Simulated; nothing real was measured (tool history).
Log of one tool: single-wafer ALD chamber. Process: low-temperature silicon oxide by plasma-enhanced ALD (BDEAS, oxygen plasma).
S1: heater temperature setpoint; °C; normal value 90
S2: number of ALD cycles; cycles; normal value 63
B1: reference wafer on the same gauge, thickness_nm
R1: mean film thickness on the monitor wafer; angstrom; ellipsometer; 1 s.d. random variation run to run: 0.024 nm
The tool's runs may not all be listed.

run   hour  S1  S2      B1      R1
  1      0  95  63  10.924   93.79
  2   27.9  95  63  10.931   93.67
  3   67.4  78  60  10.918   95.48
  4  136.8  78  60  10.917   95.99
  5    175  78  60  10.914   95.67
  6    237  90  55  10.912   83.62
  7  273.2  90  55  10.916   84.05
  8  339.8  90  55  10.918   83.83
  9  365.1  90  63  10.921   95.59
 10  396.4  90  63  10.921   96.13
 11  423.6  90  63  10.917   96.16
     476.9  -- gauge calibrated
 12    486  90  63  10.919   96.51
 13  555.2  90  63  10.916   96.17
 14  606.9  90  63   10.92   96.12
 15  668.9  90  73   10.92  111.66
 16  734.6  90  63  10.914   96.41
 17  770.1  96  73  10.924  108.97

Forecast run 18:
 18  835.9  90  70   ?   ?

B1: 10.921
R1: 107.34 angstrom
Had the tool carried no hidden state, the very same run would have given R1 106.23 angstrom.
